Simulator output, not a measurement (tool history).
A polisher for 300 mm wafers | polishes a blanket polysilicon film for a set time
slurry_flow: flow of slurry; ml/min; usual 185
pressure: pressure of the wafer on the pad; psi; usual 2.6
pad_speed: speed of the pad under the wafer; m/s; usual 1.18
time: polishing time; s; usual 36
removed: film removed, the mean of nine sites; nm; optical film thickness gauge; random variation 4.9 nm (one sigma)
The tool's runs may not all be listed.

run,hour,slurry_flow,pressure,pad_speed,time,wafers since the last listed run,wafers polished on this pad,hours since the slurry nozzle was cleaned,hours since the head pressure was calibrated,"incoming thickness of the incoming film, nm",removed
1,0.0,185,2.6,1.18,36,0,415,326.7,380.1,1295.7,368.0
2,10.8,185,2.6,1.18,36,69,485,337.5,390.9,1269.1,374.7
3,28.6,185,2.6,1.18,36,115,600,355.3,408.7,1281.2,371.1
4,60.6,185,2.6,1.18,36,206,807,387.3,440.7,1296.9,373.6
5,71.0,185,2.6,1.18,36,67,874,397.7,451.1,1300.0,370.0
6,82.5,185,2.6,1.18,36,74,948,409.2,462.6,1278.5,379.0
7,96.5,220,2.6,1.18,36,90,1039,423.2,476.6,1271.7,386.6
8,104.0,220,2.6,1.18,36,48,1087,430.7,484.1,1274.0,380.4
9,121.2,185,1.9,1.02,36,111,1198,447.9,501.3,1251.7,262.7
10,128.1,185,2.6,1.18,36,44,1243,454.8,508.2,1286.5,369.2
11,135.0,185,2.2,1.06,36,44,1288,461.7,515.1,1292.6,298.5
# hour 138.5: slurry nozzle cleaned
12,148.4,185,2.2,1.06,36,80,1368,9.9,528.5,1293.8,305.2
13,160.1,185,2.2,1.06,36,75,1443,21.6,540.2,1285.0,305.4
14,170.2,185,2.0,1.18,36,65,1509,31.7,550.3,1286.9,311.7
15,177.6,185,2.0,1.18,36,47,1556,39.1,557.7,1276.5,316.4
# hour 187.4: worn pad replaced by a new one
16,190.6,185,2.0,1.18,36,58,20,52.1,570.7,1269.5,310.4
# hour 200.5: head pressure recalibrated
17,201.0,185,2.6,1.18,36,54,75,62.5,0.5,1303.3,366.7
18,212.8,185,2.4,1.18,36,76,151,74.3,12.3,1269.7,348.6
19,222.9,185,3.2,1.18,41,65,216,84.4,22.4,1285.8,497.6
20,240.2,185,2.6,1.18,36,111,328,101.7,39.7,1258.3,385.2
21,256.6,185,2.6,1.34,36,106,434,118.1,56.1,1272.0,421.7
22,269.4,185,3.2,1.18,36,82,517,130.9,68.9,1271.9,433.1
23,287.0,185,2.6,1.18,36,113,630,148.5,86.5,1305.7,370.2
24,304.3,160,1.9,0.96,26,111,742,165.8,103.8,1265.9,171.5
25,313.8,185,1.9,1.18,36,61,804,175.3,113.3,1286.1,306.0
26,325.5,185,2.8,1.18,36,75,879,187.0,125.0,1258.2,401.5
27,335.5,215,2.6,1.18,25,64,944,197.0,135.0,1262.2,264.6
28,352.6,205,2.3,1.32,45,110,1054,214.1,152.1,1258.5,492.3
29,368.1,235,2.9,1.18,28,100,1155,229.6,167.6,1282.0,317.1
30,374.8,185,2.6,1.18,36,43,1198,236.3,174.3,1258.3,363.3
31,390.5,185,2.6,1.18,36,101,1299,252.0,190.0,1279.4,376.7
32,405.9,185,2.6,1.18,36,99,1399,267.4,205.4,1262.6,373.6
33,415.9,205,2.6,1.44,29,64,1464,277.4,215.4,1285.0,374.6
34,422.5,220,2.6,0.96,27,42,1506,284.0,222.0,1273.9,229.1
35,435.8,145,2.6,1.40,26,85,1592,297.3,235.3,1279.0,306.0
# hour 439.9: worn pad replaced by a new one
36,450.0,185,2.6,1.18,36,65,65,311.5,249.5,1275.3,370.1

Hidden state at the last listed run before each entry between runs and at the first one after, where it differs:
Between runs 11 and 12: slurry nozzle cleaned (hour 138.5)
  no hidden state differs between the two runs
Between runs 15 and 16: worn pad replaced by a new one (hour 187.4)
  no hidden state differs between the two runs
Between runs 16 and 17: head pressure recalibrated (hour 200.5)
  no hidden state differs between the two runs
Between runs 35 and 36: worn pad replaced by a new one (hour 439.9)
  no hidden state differs between the two runs
